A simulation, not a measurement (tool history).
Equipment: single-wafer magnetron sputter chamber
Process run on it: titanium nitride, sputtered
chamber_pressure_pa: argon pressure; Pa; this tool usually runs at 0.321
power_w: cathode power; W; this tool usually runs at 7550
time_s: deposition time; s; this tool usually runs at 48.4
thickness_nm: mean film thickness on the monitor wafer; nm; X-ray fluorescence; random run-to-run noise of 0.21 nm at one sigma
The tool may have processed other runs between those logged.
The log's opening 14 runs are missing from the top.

| run | hour | chamber_pressure_pa | power_w | time_s | read-back reference wafer on the same gauge, thickness_nm | thickness_nm |
|---|---|---|---|---|---|---|
|  | 939.1 | gauge calibrated |
|  | 997.2 | sputter target and shields replaced |
| 15 | 1158.1 | 0.321 | 7550 | 48.4 | 67.769 | 68.817 |
| 16 | 1243.1 | 0.321 | 7550 | 48.4 | 67.777 | 68.971 |
| 17 | 1349.3 | 0.321 | 7550 | 48.4 | 67.842 | 69.11 |
|  | 1472.2 | capacitance manometer re-zeroed and calibrated |
|  | 1549.8 | sputter target and shields replaced |
| 18 | 1661.6 | 0.321 | 7050 | 48.4 | 68.209 | 66.361 |
| 19 | 1726.3 | 0.321 | 7550 | 39.5 | 68.254 | 56.705 |
|  | 1754.2 | magnet pack replaced |
| 20 | 1832.5 | 0.321 | 7550 | 48.4 | 68.327 | 69.582 |
| 21 | 1914.2 | 0.321 | 8700 | 39.9 | 68.509 | 63.435 |
| 22 | 1952.4 | 0.321 | 7550 | 48.4 | 68.54 | 70.031 |
| 23 | 2035.3 | 0.321 | 7550 | 48.4 | 68.45 | 69.822 |
| 24 | 2127.9 | 0.321 | 8800 | 48.4 | 68.645 | 77.904 |
|  | 2141 | sputter target and shields replaced |
| 25 | 2211.7 | 0.446 | 6100 | 48.4 | 68.731 | 58.985 |
| 26 | 2302.5 | 0.321 | 7550 | 48.4 | 68.775 | 69.889 |
| 27 | 2353.1 | 0.321 | 7550 | 48.4 | 68.844 | 70.175 |
| 28 | 2434.1 | 0.321 | 7550 | 41.2 | 68.982 | 59.624 |
| 29 | 2520.6 | 0.379 | 8500 | 39.6 | 68.995 | 62.124 |
| 30 | 2732.3 | 0.401 | 9250 | 56.9 | 69.282 | 93.986 |
| 31 | 2784.7 | 0.427 | 8000 | 48.4 | 69.195 | 71.764 |

Run 32 has not been measured yet. What should we expect?
|  | 2821.5 | sputter target and shields replaced |
| 32 | 2850.7 | 0.321 | 7550 | 48.4 | ? | ? |

Logged for run 32: read-back reference wafer on the same gauge, thickness_nm 69.271, thickness_nm 70.667 nm.
Were there no unlogged condition in the tool, this run, its random variation unchanged, would have produced thickness_nm 68.952 nm.
